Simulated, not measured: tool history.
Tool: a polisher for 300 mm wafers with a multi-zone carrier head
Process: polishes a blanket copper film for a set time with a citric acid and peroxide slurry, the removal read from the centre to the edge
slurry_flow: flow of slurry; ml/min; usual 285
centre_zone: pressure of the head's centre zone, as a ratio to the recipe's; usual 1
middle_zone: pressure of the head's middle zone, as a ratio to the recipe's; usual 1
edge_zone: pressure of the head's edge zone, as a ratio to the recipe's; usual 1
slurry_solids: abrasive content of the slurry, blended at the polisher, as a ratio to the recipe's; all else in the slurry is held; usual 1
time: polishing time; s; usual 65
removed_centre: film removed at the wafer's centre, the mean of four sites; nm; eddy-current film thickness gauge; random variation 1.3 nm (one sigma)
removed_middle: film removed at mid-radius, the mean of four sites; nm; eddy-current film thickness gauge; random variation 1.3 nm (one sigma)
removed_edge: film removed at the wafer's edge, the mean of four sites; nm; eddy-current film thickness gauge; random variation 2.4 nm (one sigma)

| run | hour | slurry_flow | centre_zone | middle_zone | edge_zone | slurry_solids | time | wafers since the last listed run | wafers polished on this pad | hours since the slurry nozzle was cleaned | hours since the centre zone pressure was calibrated | hours since the edge zone pressure was calibrated | hours since the carrier head's membrane was replaced | incoming thickness of the incoming film, nm | removed_centre | removed_middle | removed_edge |
|---|---|---|---|---|---|---|---|---|---|---|---|---|---|---|---|---|---|
| 1 | 0 | 285 | 1 | 1 | 1 | 1 | 47 | 0 | 382 | 725.9 | 318.5 | 1350.7 | 1060.9 | 1172 | 117.2 | 131.1 | 127.9 |
| 2 | 28.3 | 285 | 1 | 1 | 1 | 1 | 47 | 337 | 719 | 754.2 | 346.8 | 1379 | 1089.2 | 1144.9 | 114.1 | 131.2 | 128.7 |
| 3 | 41.8 | 285 | 1 | 1 | 1 | 1 | 47 | 160 | 880 | 767.7 | 360.3 | 1392.5 | 1102.7 | 1172.6 | 115.4 | 132.3 | 128.5 |
| 4 | 48.9 | 285 | 1 | 1 | 1 | 1 | 65 | 84 | 964 | 774.8 | 367.4 | 1399.6 | 1109.8 | 1164 | 157.1 | 184.5 | 180.1 |
| 5 | 61.9 | 285 | 1 | 1 | 1 | 1 | 65 | 154 | 1119 | 787.8 | 380.4 | 1412.6 | 1122.8 | 1180.3 | 156 | 183.3 | 174.6 |
|  | 66.3 | worn pad replaced by a new one, of another model than before |
| 6 | 68.1 | 285 | 1.03 | 1 | 1 | 1.1 | 65 | 26 | 21 | 794 | 386.6 | 1418.8 | 1129 | 1176 | 167.2 | 186.2 | 183.9 |
|  | 78 | carrier head's membrane replaced by a new one |
|  | 79.4 | slurry nozzle cleaned |
|  | 82.8 | centre zone pressure recalibrated |
| 7 | 85.2 | 285 | 1.03 | 1 | 1 | 1.1 | 65 | 108 | 129 | 5.8 | 2.4 | 1435.9 | 7.2 | 1179.2 | 191.2 | 187 | 182.2 |
| 8 | 91.6 | 285 | 1.03 | 1 | 1 | 1.1 | 65 | 76 | 206 | 12.2 | 8.8 | 1442.3 | 13.6 | 1185.7 | 189.9 | 187.1 | 181.1 |
| 9 | 104.4 | 260 | 1 | 0.9 | 1 | 1 | 65 | 152 | 358 | 25 | 21.6 | 1455.1 | 26.4 | 1187.9 | 174.6 | 165 | 174.5 |
|  | 124.1 | edge zone pressure recalibrated |
| 10 | 124.6 | 285 | 1 | 1 | 1 | 1 | 65 | 216 | 575 | 45.2 | 41.8 | 0.5 | 46.6 | 1190.6 | 176.4 | 182.8 | 181.7 |
| 11 | 130.7 | 285 | 1 | 1 | 1 | 1 | 65 | 72 | 648 | 51.3 | 47.9 | 6.6 | 52.7 | 1151 | 177.5 | 181.1 | 178.8 |
| 12 | 140 | 285 | 0.94 | 1.11 | 1.09 | 1 | 50 | 110 | 758 | 60.6 | 57.2 | 15.9 | 62 | 1155 | 127.5 | 155.4 | 140.8 |
| 13 | 154.5 | 285 | 0.95 | 0.94 | 1.07 | 1 | 43 | 172 | 931 | 75.1 | 71.7 | 30.4 | 76.5 | 1156 | 111.1 | 114 | 120.4 |
|  | 160.4 | worn pad replaced by a new one |
| 14 | 167.6 | 360 | 1 | 1 | 0.94 | 1.2 | 65 | 108 | 86 | 88.2 | 84.8 | 43.5 | 89.6 | 1174.8 | 190.2 | 197.6 | 186.4 |
| 15 | 181.4 | 285 | 1 | 1 | 1 | 1 | 47 | 164 | 250 | 102 | 98.6 | 57.3 | 103.4 | 1163.3 | 127 | 130.8 | 130.7 |
| 16 | 195.3 | 285 | 1 | 0.89 | 0.89 | 1 | 78 | 165 | 416 | 115.9 | 112.5 | 71.2 | 117.3 | 1161.1 | 206.5 | 197.9 | 198.9 |

Hidden state or all else? Some run-to-run changes of removed_centre, split into what the settings, what came in and random variation would give without the hidden state, and what is left for the hidden state (with any gauge scatter that isn't in both results):
The hidden state here: removal rate lost through wear of the pad, %; slurry flow missing at the pad, %; deviation of the centre zone's pressure from its setpoint, %; deviation of the edge zone's pressure from its setpoint, %.
Run 6 -> 7: carrier head's membrane replaced by a new one, slurry nozzle cleaned, centre zone pressure recalibrated. removed_centre +24 nm: hidden state +26.2, all else -2.2.
Run 15 -> 16: middle_zone 1 -> 0.89, edge_zone 1 -> 0.89, time 47 -> 78. removed_centre +79.5 nm: hidden state -3.7, all else +83.2.
